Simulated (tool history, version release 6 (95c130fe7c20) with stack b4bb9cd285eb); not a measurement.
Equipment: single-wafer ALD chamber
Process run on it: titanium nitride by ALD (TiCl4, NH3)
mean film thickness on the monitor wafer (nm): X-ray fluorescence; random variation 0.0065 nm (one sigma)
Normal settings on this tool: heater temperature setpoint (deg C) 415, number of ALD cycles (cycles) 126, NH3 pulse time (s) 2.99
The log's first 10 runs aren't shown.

| run | hour | heater temperature setpoint (deg C) | number of ALD cycles (cycles) | NH3 pulse time (s) | read-back reference wafer on the same gauge, thickness_nm | mean film thickness on the monitor wafer (nm) |
|---|---|---|---|---|---|---|
|  | 356.1 | gauge calibrated |
| 11 | 392.0 | 409 | 131 | 2.99 | 2.999 | 2.723 |
| 12 | 421.6 | 409 | 131 | 2.99 | 2.998 | 2.713 |
| 13 | 457.9 | 415 | 126 | 3.86 | 2.995 | 2.650 |
|  | 504.3 | thermocouple changed; heater temperature recalibrated |
| 14 | 511.7 | 415 | 113 | 2.99 | 2.995 | 2.341 |
| 15 | 540.6 | 415 | 126 | 2.99 | 2.992 | 2.613 |
| 16 | 608.8 | 415 | 126 | 2.99 | 2.990 | 2.620 |
| 17 | 646.1 | 406 | 137 | 2.03 | 2.989 | 2.758 |
| 18 | 687.3 | 421 | 147 | 1.94 | 2.987 | 2.985 |
| 19 | 735.9 | 420 | 126 | 2.99 | 2.984 | 2.607 |
| 20 | 780.1 | 415 | 115 | 2.59 | 2.982 | 2.357 |
| 21 | 815.6 | 415 | 126 | 2.99 | 2.979 | 2.603 |
| 22 | 859.4 | 415 | 126 | 3.34 | 2.982 | 2.603 |
| 23 | 899.1 | 415 | 126 | 2.99 | 2.980 | 2.603 |
| 24 | 945.3 | 404 | 126 | 2.99 | 2.974 | 2.596 |
| 25 | 986.5 | 402 | 117 | 3.96 | 2.973 | 2.441 |
|  | 1007.9 | showerhead replaced |
| 26 | 1022.1 | 423 | 114 | 2.54 | 2.972 | 2.337 |
| 27 | 1070.6 | 419 | 106 | 2.99 | 2.969 | 2.182 |
| 28 | 1139.4 | 402 | 117 | 3.96 | 2.964 | 2.428 |
| 29 | 1165.4 | 411 | 143 | 3.30 | 2.966 | 2.940 |
| 30 | 1204.0 | 421 | 126 | 4.14 | 2.966 | 2.633 |
| 31 | 1243.3 | 415 | 126 | 2.99 | 2.961 | 2.590 |
| 32 | 1314.3 | 415 | 139 | 4.18 | 2.957 | 2.865 |
| 33 | 1344.4 | 410 | 115 | 3.86 | 2.958 | 2.370 |
| 34 | 1397.4 | 415 | 126 | 2.99 | 2.952 | 2.585 |

What will run 35 give?
| 35 | 1459.2 | 407 | 147 | 2.16 | ? | ? |

{"run 35": {"read-back reference wafer on the same gauge, thickness_nm": 2.952, "mean film thickness on the monitor wafer (nm)": 2.944}}
On a tool with no hidden condition, and with the same random variation, this run would have come out at mean film thickness on the monitor wafer (nm) 2.982.
